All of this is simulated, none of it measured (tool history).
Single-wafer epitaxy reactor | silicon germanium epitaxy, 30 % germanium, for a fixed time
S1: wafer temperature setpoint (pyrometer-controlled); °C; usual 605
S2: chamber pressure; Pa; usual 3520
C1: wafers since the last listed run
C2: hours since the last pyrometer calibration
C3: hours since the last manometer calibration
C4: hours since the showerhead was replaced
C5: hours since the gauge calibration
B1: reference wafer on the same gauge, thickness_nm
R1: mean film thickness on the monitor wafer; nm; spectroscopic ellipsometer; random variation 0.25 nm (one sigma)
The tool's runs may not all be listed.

run    hour   S1    S2    C1      C2      C3      C4      C5      B1       R1
  1     0.0  605  3520     0  1311.5  2378.8  4821.5   596.6  76.015   72.570
  2    59.3  605  3520  1140  1370.8  2438.1  4880.8   655.9  75.889   71.737
  3    88.9  605  3520   569  1400.4  2467.7  4910.4   685.5  75.736   71.183
  4   121.3  605  3520   623  1432.8  2500.1  4942.8   717.9  75.797   71.840
  5   188.8  605  3520  1298  1500.3  2567.6  5010.3   785.4  75.605   71.815
  6   233.5  605  3520   859  1545.0  2612.3  5055.0   830.1  75.470   71.605
  7   303.4  605  3520  1344  1614.9  2682.2  5124.9   900.0  75.286   70.991
  8   370.4  599  3520  1288  1681.9  2749.2  5191.9   967.0  75.070   64.385
  9   434.7  605  3333  1236  1746.2  2813.5  5256.2  1031.3  74.817   68.668
      455.6  -- capacitance manometer re-zeroed and calibrated
      475.3  -- pyrometer calibrated
 10   498.5  605  3333   919    23.2    42.9  5320.0  1095.1  74.710   68.665
 11   525.0  605  3333   509    49.7    69.4  5346.5  1121.6  74.511   68.288
 12   581.6  598  4346  1088   106.3   126.0  5403.1  1178.2  74.252   70.676
      603.7  -- gauge calibrated
 13   625.2  613  3240   838   149.9   169.6  5446.7    21.5  76.046   78.200
 14   653.5  592  3520   544   178.2   197.9  5475.0    49.8  76.070   57.268
 15   723.1  620  4040  1338   247.8   267.5  5544.6   119.4  76.052  100.217
 16   817.9  590  2853  1823   342.6   362.3  5639.4   214.2  76.018   48.653
 17   848.1  620  4040   580   372.8   392.5  5669.6   244.4  76.091  100.526
      882.7  -- showerhead replaced
 18   889.2  605  4093   636   413.9   433.6     6.5   285.5  75.878   79.050
 19  1035.3  600  4040  2810   560.0   579.7   152.6   431.6  75.800   71.491
 20  1098.7  600  4320  1219   623.4   643.1   216.0   495.0  75.675   74.520
 21  1146.3  616  3520   915   671.0   690.7   263.6   542.6  75.617   85.677

The tool's hidden state at each run:
wafer temperature above the value expected at the setpoint (K): 0 in every run
true pressure above the setpoint (%): 0 in every run
H1: gauge reads high (%)
run      H1
  1  -0.677
  2  -0.832
  3  -0.915
  4   -1.01
  5   -1.22
  6   -1.37
  7   -1.62
  8   -1.88
  9   -2.15
 10   -2.43
 11   -2.56
 12   -2.83
 13  -0.538
 14  -0.543
 15  -0.567
 16  -0.633
 17  -0.662
 18  -0.707
 19  -0.926
 20   -1.05
 21   -1.15

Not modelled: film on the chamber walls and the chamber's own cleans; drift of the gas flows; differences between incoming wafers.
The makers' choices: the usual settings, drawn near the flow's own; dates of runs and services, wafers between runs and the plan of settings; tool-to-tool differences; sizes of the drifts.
